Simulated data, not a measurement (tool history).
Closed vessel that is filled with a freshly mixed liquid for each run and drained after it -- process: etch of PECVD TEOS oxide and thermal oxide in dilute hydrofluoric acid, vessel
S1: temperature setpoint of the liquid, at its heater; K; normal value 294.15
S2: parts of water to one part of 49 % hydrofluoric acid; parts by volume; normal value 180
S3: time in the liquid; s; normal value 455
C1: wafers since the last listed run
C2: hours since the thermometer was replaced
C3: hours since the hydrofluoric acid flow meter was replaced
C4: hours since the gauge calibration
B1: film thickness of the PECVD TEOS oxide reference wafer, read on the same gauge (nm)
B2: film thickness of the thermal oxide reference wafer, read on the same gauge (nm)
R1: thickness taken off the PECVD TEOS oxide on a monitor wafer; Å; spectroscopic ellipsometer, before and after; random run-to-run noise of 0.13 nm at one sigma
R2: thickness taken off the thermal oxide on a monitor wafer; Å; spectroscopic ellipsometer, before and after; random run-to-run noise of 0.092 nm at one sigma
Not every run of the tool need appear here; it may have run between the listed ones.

{"run": 1, "hour": 0.0, "S1": 294.15, "S2": 180, "S3": 455, "C1": 0, "C2": 3005.8, "C3": 518.3, "C4": 44.8, "B1": 119.97, "B2": 60, "R1": 153.8, "R2": 85.6}
{"run": 2, "hour": 10.4, "S1": 297.65, "S2": 180, "S3": 455, "C1": 789, "C2": 3016.2, "C3": 528.7, "C4": 55.2, "B1": 120.02, "B2": 59.99, "R1": 174.9, "R2": 97.3}
{"run": 3, "hour": 27.9, "S1": 294.15, "S2": 260, "S3": 550, "C1": 1329, "C2": 3033.7, "C3": 546.2, "C4": 72.7, "B1": 119.97, "B2": 59.99, "R1": 118.7, "R2": 65.4}
{"hour": 30.9, "done": "hydrofluoric acid flow meter replaced"}
{"run": 4, "hour": 41.6, "S1": 294.15, "S2": 265, "S3": 455, "C1": 964, "C2": 3047.4, "C3": 10.7, "C4": 86.4, "B1": 119.99, "B2": 59.99, "R1": 87.3, "R2": 48.2}
{"run": 5, "hour": 59.1, "S1": 296.15, "S2": 180, "S3": 275, "C1": 1329, "C2": 3064.9, "C3": 28.2, "C4": 103.9, "B1": 120, "B2": 60.01, "R1": 92.6, "R2": 50.3}
{"run": 6, "hour": 68.9, "S1": 290.15, "S2": 250, "S3": 455, "C1": 744, "C2": 3074.7, "C3": 38, "C4": 113.7, "B1": 120.01, "B2": 60, "R1": 80.8, "R2": 44.5}
{"run": 7, "hour": 79.6, "S1": 294.15, "S2": 145, "S3": 455, "C1": 812, "C2": 3085.4, "C3": 48.7, "C4": 124.4, "B1": 120, "B2": 60, "R1": 181.5, "R2": 100.3}
{"run": 8, "hour": 86.4, "S1": 294.15, "S2": 220, "S3": 285, "C1": 516, "C2": 3092.2, "C3": 55.5, "C4": 131.2, "B1": 119.99, "B2": 60, "R1": 68.6, "R2": 37.8}
{"hour": 94.1, "done": "thermometer replaced"}
{"run": 9, "hour": 103.3, "S1": 297.65, "S2": 135, "S3": 215, "C1": 1207, "C2": 9.2, "C3": 72.4, "C4": 148.1, "B1": 120, "B2": 60, "R1": 107.5, "R2": 58}
{"run": 10, "hour": 116.0, "S1": 294.15, "S2": 130, "S3": 630, "C1": 964, "C2": 21.9, "C3": 85.1, "C4": 160.8, "B1": 120.01, "B2": 59.99, "R1": 282.9, "R2": 158.6}
{"run": 11, "hour": 122.9, "S1": 290.15, "S2": 260, "S3": 455, "C1": 524, "C2": 28.8, "C3": 92, "C4": 167.7, "B1": 120.01, "B2": 60.01, "R1": 76.4, "R2": 42.6}
{"hour": 133.4, "done": "hydrofluoric acid flow meter replaced, repeated, since the last time left the tool worse"}
{"run": 12, "hour": 133.9, "S1": 294.15, "S2": 180, "S3": 455, "C1": 759, "C2": 39.8, "C3": 0.5, "C4": 178.7, "B1": 120, "B2": 59.99, "R1": 169.7, "R2": 93.3}
{"run": 13, "hour": 139.9, "S1": 292.65, "S2": 205, "S3": 555, "C1": 455, "C2": 45.8, "C3": 6.5, "C4": 184.7, "B1": 120, "B2": 59.97, "R1": 164.1, "R2": 90.5}
{"run": 14, "hour": 154.3, "S1": 296.65, "S2": 210, "S3": 605, "C1": 1093, "C2": 60.2, "C3": 20.9, "C4": 199.1, "B1": 120.01, "B2": 60.01, "R1": 202.7, "R2": 113.3}
{"run": 15, "hour": 163.0, "S1": 294.15, "S2": 180, "S3": 455, "C1": 660, "C2": 68.9, "C3": 29.6, "C4": 207.8, "B1": 119.99, "B2": 60.01, "R1": 165.7, "R2": 93.4}
{"run": 16, "hour": 172.2, "S1": 290.15, "S2": 250, "S3": 455, "C1": 698, "C2": 78.1, "C3": 38.8, "C4": 217, "B1": 120.01, "B2": 60, "R1": 95.5, "R2": 54}
{"run": 17, "hour": 183.6, "S1": 297.65, "S2": 145, "S3": 715, "C1": 865, "C2": 89.5, "C3": 50.2, "C4": 228.4, "B1": 119.98, "B2": 59.99, "R1": 387.9, "R2": 214.5}
{"run": 18, "hour": 233.8, "S1": 296.65, "S2": 180, "S3": 355, "C1": 3812, "C2": 139.7, "C3": 100.4, "C4": 278.6, "B1": 119.99, "B2": 60.01, "R1": 142.1, "R2": 78.9}
{"run": 19, "hour": 244.0, "S1": 298.65, "S2": 260, "S3": 635, "C1": 774, "C2": 149.9, "C3": 110.6, "C4": 288.8, "B1": 120, "B2": 60, "R1": 174, "R2": 96.2}
{"run": 20, "hour": 255.5, "S1": 290.65, "S2": 120, "S3": 330, "C1": 873, "C2": 161.4, "C3": 122.1, "C4": 300.3, "B1": 120.01, "B2": 60.01, "R1": 166.2, "R2": 92.3}
{"run": 21, "hour": 287.7, "S1": 296.65, "S2": 255, "S3": 230, "C1": 2445, "C2": 193.6, "C3": 154.3, "C4": 332.5, "B1": 119.98, "B2": 60, "R1": 59, "R2": 32.6}
{"run": 22, "hour": 295.2, "S1": 297.15, "S2": 260, "S3": 455, "C1": 569, "C2": 201.1, "C3": 161.8, "C4": 340, "B1": 120, "B2": 59.99, "R1": 117.1, "R2": 64.9}

For run 23, what comes out?
{"run": 23, "hour": 311.5, "S1": 296.65, "S2": 115, "S3": 185, "C1": 1237, "C2": 217.4, "C3": 178.1, "C4": 356.3, "B1": "?", "B2": "?", "R1": "?", "R2": "?"}

B1: 119.98
B2: 60.01
R1: 123.9 Å
R2: 67.7 Å
Minus the tool's unlogged condition, the same run would have read R1 128.8 Å, R2 70.4 Å.
